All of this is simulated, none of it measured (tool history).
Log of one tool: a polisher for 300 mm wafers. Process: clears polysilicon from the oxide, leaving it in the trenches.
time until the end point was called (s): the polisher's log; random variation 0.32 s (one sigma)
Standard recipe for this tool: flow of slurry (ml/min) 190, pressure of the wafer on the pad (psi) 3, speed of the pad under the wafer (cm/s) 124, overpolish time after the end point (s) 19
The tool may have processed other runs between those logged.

run   hour  flow of slurry (ml/min)  pressure of the wafer on the pad (psi)  speed of the pad under the wafer (cm/s)  overpolish time after the end point (s)  wafers since the last listed run  wafers polished on this pad  hours since the slurry nozzle was cleaned  hours since the head pressure was calibrated  incoming thickness of the incoming film, nm  time until the end point was called (s)
  1      0                      190                                       3                                      124                                       23                                 0                         1001                                      150.4                                         994.7                                        531.6                                     27.1
        14  -- worn pad replaced by a new one
  2   16.4                      190                                       3                                      124                                       23                               202                           39                                      166.8                                        1011.1                                        530.6                                     24.8
  3   33.5                      190                                       3                                      124                                       23                               279                          318                                      183.9                                        1028.2                                        531.1                                     25.4
  4   51.8                      190                                       3                                      124                                       19                               298                          617                                      202.2                                        1046.5                                        534.5                                     25.9
      80.8  -- worn pad replaced by a new one
  5   96.8                      190                                     3.5                                      124                                       19                               669                          261                                      247.2                                        1091.5                                        529.2                                     21.4
  6  112.7                      190                                     3.5                                      124                                       19                               259                          521                                      263.1                                        1107.4                                        533.1                                     22.7
  7  130.7                      190                                     3.5                                      124                                       19                               293                          814                                      281.1                                        1125.4                                        527.8                                     23.2
  8  147.5                      190                                       3                                      124                                       22                               274                         1089                                      297.9                                        1142.2                                        524.9                                     27.7
     156.5  -- worn pad replaced by a new one
  9  164.5                      190                                       3                                      124                                       22                               212                          129                                      314.9                                        1159.2                                        540.7                                     25.6
 10  191.2                      190                                       3                                      124                                       19                               435                          565                                      341.6                                        1185.9                                        536.1                                     26.2
     195.2  -- head pressure recalibrated
 11  199.3                      190                                       3                                      124                                       19                                99                          665                                      349.7                                           4.1                                        531.6                                       26
     208.8  -- slurry nozzle cleaned
 12  212.1                      190                                       3                                      124                                       19                               192                          858                                        3.3                                          16.9                                          533                                     27.3
 13    221                      190                                     2.6                                      100                                       12                               145                         1003                                       12.2                                          25.8                                        530.9                                     38.3
     228.4  -- worn pad replaced by a new one
 14    233                      190                                       3                                      124                                       19                               130                           75                                       24.2                                          37.8                                        529.2                                     25.8
 15  239.7                      165                                       3                                       92                                       11                               109                          184                                       30.9                                          44.5                                        536.3                                     35.5
 16  248.9                      210                                     2.4                                      124                                       23                               150                          335                                       40.1                                          53.7                                        534.6                                     31.7
 17  259.8                      190                                     2.2                                      124                                       19                               177                          513                                         51                                          64.6                                        534.1                                       36
 18  269.4                      250                                     2.3                                      156                                       29                               156                          669                                       60.6                                          74.2                                        529.2                                     26.5
 19  280.2                      190                                     2.2                                      124                                       19                               176                          846                                       71.4                                            85                                        528.7                                     36.8
 20  297.3                      225                                     3.8                                      166                                       30                               279                         1125                                       88.5                                         102.1                                        528.3                                     16.1
     305.7  -- worn pad replaced by a new one
 21  308.5                      220                                     2.6                                      124                                       14                               117                           45                                       99.7                                         113.3                                        527.7                                     27.7
 22  321.9                      245                                       3                                      124                                       19                               218                          263                                      113.1                                         126.7                                        531.3                                     25.1
 23  330.3                      215                                       3                                      138                                       19                               137                          401                                      121.5                                         135.1                                        532.8                                     22.6
 24  341.5                      190                                       3                                      124                                       19                               182                          583                                      132.7                                         146.3                                        532.2                                     25.7
 25  347.5                      160                                     2.2                                       92                                       12                                97                          681                                      138.7                                         152.3                                        529.2                                     49.3

Consider 5 possible next runs. They are alternatives, not a sequence: every one starts from the tool as it was left by run 25. What does each give?
  A  347.9                      190                                       3                                      124                                       30                                 6                          688                                      139.1                                         152.7                                        530.9                                        ?
  B  347.9                      155                                       3                                       82                                       19                                 6                          688                                      139.1                                         152.7                                        530.9                                        ?
  C  347.9                      230                                       3                                      124                                       19                                 6                          688                                      139.1                                         152.7                                        530.9                                        ?
  D  347.9                      135                                       3                                       92                                       19                                 6                          688                                      139.1                                         152.7                                        530.9                                        ?
  E  347.9                      165                                     3.6                                      102                                       28                                 6                          688                                      139.1                                         152.7                                        530.9                                        ?

run  time until the end point was called (s)
  A                                     26.4
  B                                     40.6
  C                                       26
  D                                     36.6
  E                                     27.1
The same runs, with their run-to-run variation unchanged, on a tool lacking any hidden condition would have given:
run  time until the end point was called (s)
  A                                     24.7
  B                                       38
  C                                     24.3
  D                                     34.3
  E                                     25.3
